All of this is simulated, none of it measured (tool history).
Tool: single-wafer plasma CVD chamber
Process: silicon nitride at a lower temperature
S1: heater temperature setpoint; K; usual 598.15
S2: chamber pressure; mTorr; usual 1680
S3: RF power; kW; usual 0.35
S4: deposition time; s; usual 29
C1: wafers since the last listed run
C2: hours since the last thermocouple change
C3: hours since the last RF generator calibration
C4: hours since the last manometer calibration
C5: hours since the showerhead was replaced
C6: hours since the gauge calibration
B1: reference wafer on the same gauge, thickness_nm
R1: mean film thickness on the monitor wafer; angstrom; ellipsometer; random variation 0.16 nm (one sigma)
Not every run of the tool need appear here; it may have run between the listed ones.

run     day      S1    S2    S3    S4    C1      C2     C3      C4      C5     C6      B1      R1
  1       0  598.15  1680  0.35    29     0  1339.9  463.1   637.7  4355.9   79.5  41.456  386.17
  2   6.367  598.15  1680  0.35    29  3956  1492.7  615.9   790.5  4508.7  232.3  41.375  383.89
  3   8.908  607.15  1680  0.35  30.2  1579  1553.7  676.9   851.5  4569.7  293.3  41.373   398.7
  4  11.317  607.15  1680  0.35  30.2  1496  1611.5  734.7   909.3  4627.5  351.1  41.468  397.85
  5  12.429  607.15  1680  0.35  30.2   691  1638.2  761.4     936  4654.2  377.8  41.402  396.85
  6  14.783  598.15  1680  0.35  33.6  1463  1694.7  817.9   992.5  4710.7  434.3  41.411  440.86
  7  16.229  598.15  1990  0.35    29   898  1729.4  852.6  1027.2  4745.4    469  41.418  400.38
      18.25  -- capacitance manometer re-zeroed and calibrated
  8  18.667  598.15  1990  0.35    29  1307  1787.9  911.1      10  4803.9  527.5  41.442  398.35
      19.45  -- RF generator calibrated
     19.529  -- showerhead replaced
  9   20.95  598.15  1680  0.35    29  1163  1842.7     36    64.8    34.1  582.3  41.343  392.34
 10   22.15  598.15  1680  0.35    29   745  1871.5   64.8    93.6    62.9  611.1  41.408  389.18
 11  24.612  598.15  1680  0.35  30.6  1530  1930.6  123.9   152.7     122  670.2  41.392  412.62
 12  27.429  598.15  1680  0.31    29  1750  1998.2  191.5   220.3   189.6  737.8  41.347   342.6
      28.65  -- gauge calibrated
 13  29.696  598.15  1840  0.29  27.5  1408  2052.6  245.9   274.7     244   25.1  41.391  309.83
 14  31.921  598.15  1680  0.35  30.6  1382    2106  299.3   328.1   297.4   78.5  41.413  408.02
     32.883  -- thermocouple changed; heater temperature recalibrated
 15  34.912  598.15  1680  0.35  30.9  1652    48.7  371.1   399.9   369.2  150.3  41.427  412.16
 16  37.283  598.15  1570  0.38  32.7  1473   105.6    428   456.8   426.1  207.2  41.435  462.42
 17  40.242  592.15  1860  0.39    29  1838   176.6    499   527.8   497.1  278.2  41.379  438.17
 18  41.983  611.15  1930  0.35  30.5  1082   218.4  540.8   569.6   538.9    320  41.423  419.91
 19  43.917  598.15  1680  0.35  27.4  1201   264.8  587.2     616   585.3  366.4  41.427  363.05
 20  45.979  598.15  1680  0.35    29  1281   314.3  636.7   665.5   634.8  415.9  41.396  382.04
 21  48.933  588.15  2040  0.29  23.5  1835   385.2  707.6   736.4   705.7  486.8  41.441  270.87

Forecast each of these 4 alternatives for the next run:
  A  48.95  598.15  1680   0.35    29  10  385.6  708  736.8  706.1  487.2   ?   ?
  B  48.95  591.15  1440  0.315  24.8  10  385.6  708  736.8  706.1  487.2   ?   ?
  C  48.95  612.15  1350   0.37  24.4  10  385.6  708  736.8  706.1  487.2   ?   ?
  D  48.95  598.15  1920   0.37    33  10  385.6  708  736.8  706.1  487.2   ?   ?

run      B1      R1
  A  41.435  384.24
  B  41.435  282.42
  C  41.435  316.68
  D  41.435  478.93
With no hidden state in the tool, these same runs would have given:
run      R1
  A  392.91
  B  289.24
  C  323.83
  D  489.73
